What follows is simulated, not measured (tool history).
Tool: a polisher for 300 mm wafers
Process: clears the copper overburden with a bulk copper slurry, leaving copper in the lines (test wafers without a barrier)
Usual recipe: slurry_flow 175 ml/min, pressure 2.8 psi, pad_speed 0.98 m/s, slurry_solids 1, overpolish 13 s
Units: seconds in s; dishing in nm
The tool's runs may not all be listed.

run	hour	slurry_flow	pressure	pad_speed	slurry_solids	overpolish	wafers since the last listed run	wafers polished on this pad	hours since the slurry nozzle was cleaned	hours since the head pressure was calibrated	hours since the slurry blender was calibrated	incoming thickness of the incoming film, nm	seconds	dishing
1	0	175	2.8	0.98	1	13	0	135	531.5	334.4	203.8	605.7	51.4	62.9
# hour 11.1: slurry blender recalibrated
2	12.9	175	2.8	0.98	1	13	71	206	544.4	347.3	1.8	603.3	51.2	64
3	29.3	175	2.8	0.98	1	16	107	313	560.8	363.7	18.2	605.8	50.7	69.2
4	43.6	175	2.8	0.98	1	13	93	407	575.1	378	32.5	605.8	50.9	62.6
5	73.3	175	2.8	0.98	1	13	194	601	604.8	407.7	62.2	610.4	50.5	64.2
# hour 86.7: slurry nozzle cleaned
6	93.4	175	2.8	0.98	1	16	125	726	6.7	427.8	82.3	616.1	50.6	69.9
7	108.8	175	2.8	1.2	1.2	13	100	827	22.1	443.2	97.7	611.3	40.9	69.6
8	123.3	175	2.8	0.98	1	13	94	922	36.6	457.7	112.2	612.1	51.5	63.5
# hour 135.3: head pressure recalibrated
9	156.8	175	2.8	0.98	1	13	206	1128	70.1	21.5	145.7	617.6	57	60.7
10	188.1	175	2.8	0.98	1	13	204	1333	101.4	52.8	177	597.8	54	61.4
# hour 206.9: slurry blender recalibrated
# hour 220.2: worn pad replaced by a new one, of another model than before
11	224	175	2.8	1.24	0.9	13	195	24	137.3	88.7	17.1	615.5	48.2	65.6
12	250.2	175	2.8	0.98	1	13	171	196	163.5	114.9	43.3	612.4	55.4	61.8
13	272.9	175	3.4	1.3	1	7	148	344	186.2	137.6	66	610.6	40.9	52.2
14	289	205	2.8	0.98	1	13	105	450	202.3	153.7	82.1	617.6	51.7	62.9
15	306.1	175	2.8	0.64	1	9	111	561	219.4	170.8	99.2	611.6	67	44.2
16	334.7	175	2.8	0.98	1	13	187	749	248	199.4	127.8	620.4	56.3	60.6
17	364.3	175	2.8	0.98	1	13	193	942	277.6	229	157.4	603.6	52.1	62.8
# hour 434.1: worn pad replaced by a new one
18	434.6	175	3.1	0.98	1	13	433	3	347.9	299.3	227.7	598.1	49.9	65.5
# hour 441: slurry blender recalibrated
19	446.8	200	2.8	0.98	1.25	13	66	70	360.1	311.5	5.8	606.7	50.8	63.7
20	474.8	125	3.2	0.98	1	15	183	253	388.1	339.5	33.8	611	51.8	68.8
21	488.4	225	3.3	1.28	1	5	89	342	401.7	353.1	47.4	617.2	39.3	41.8
22	514.6	150	2.8	0.98	1	13	171	513	427.9	379.3	73.6	622.9	54.3	61.7
23	535.7	175	2.8	0.98	1	13	138	651	449	400.4	94.7	601.7	52.5	63.5
24	558.9	175	3.6	0.98	1	13	151	803	472.2	423.6	117.9	611.7	44.5	68.5
25	572.4	175	2.8	1.3	1	17	88	892	485.7	437.1	131.4	600.9	43.1	75.9
# hour 588.2: slurry nozzle cleaned
26	588.7	210	2.8	0.98	1	13	100	992	0.5	453.4	147.7	613.8	51.9	63.2
27	621.3	230	2.8	0.68	1	13	213	1205	33.1	486	180.3	602.9	60	57.6
# hour 628.3: slurry blender recalibrated
# hour 659.5: worn pad replaced by a new one
28	660	175	3.6	1.18	1	13	214	3	71.8	524.7	31.7	609.1	39.5	70.4
# hour 674.9: head pressure recalibrated
29	675.6	175	2.8	0.98	1	13	89	92	87.4	0.7	47.3	608.4	57	61

The same runs without the tool's hidden state, with the same run-to-run variation:
Hidden conditions of the tool in this case: removal rate lost through wear of the pad, %; slurry flow missing at the pad, %; deviation of the head's pressure from its setpoint, %; abrasive missing from the slurry, %.
run	seconds	dishing
1	56.9	59.1
2	56.8	60.1
3	56.3	65.4
4	56.6	58.7
5	56.2	60.1
6	56.5	65.9
7	45.7	65.5
8	57.5	59.4
9	58.1	60
10	56	60
11	49.9	64.3
12	57.6	60.3
13	42.8	50.5
14	54.2	61.1
15	70.5	42.5
16	59.4	58.6
17	55.3	60.6
18	53.2	63
19	54.2	61.3
20	55.4	66.3
21	42.1	39.6
22	58.3	59.1
23	56.4	60.8
24	47.9	65.8
25	46.4	73.3
26	55.9	60.5
27	64.6	54.9
28	42.5	67.7
29	57	61

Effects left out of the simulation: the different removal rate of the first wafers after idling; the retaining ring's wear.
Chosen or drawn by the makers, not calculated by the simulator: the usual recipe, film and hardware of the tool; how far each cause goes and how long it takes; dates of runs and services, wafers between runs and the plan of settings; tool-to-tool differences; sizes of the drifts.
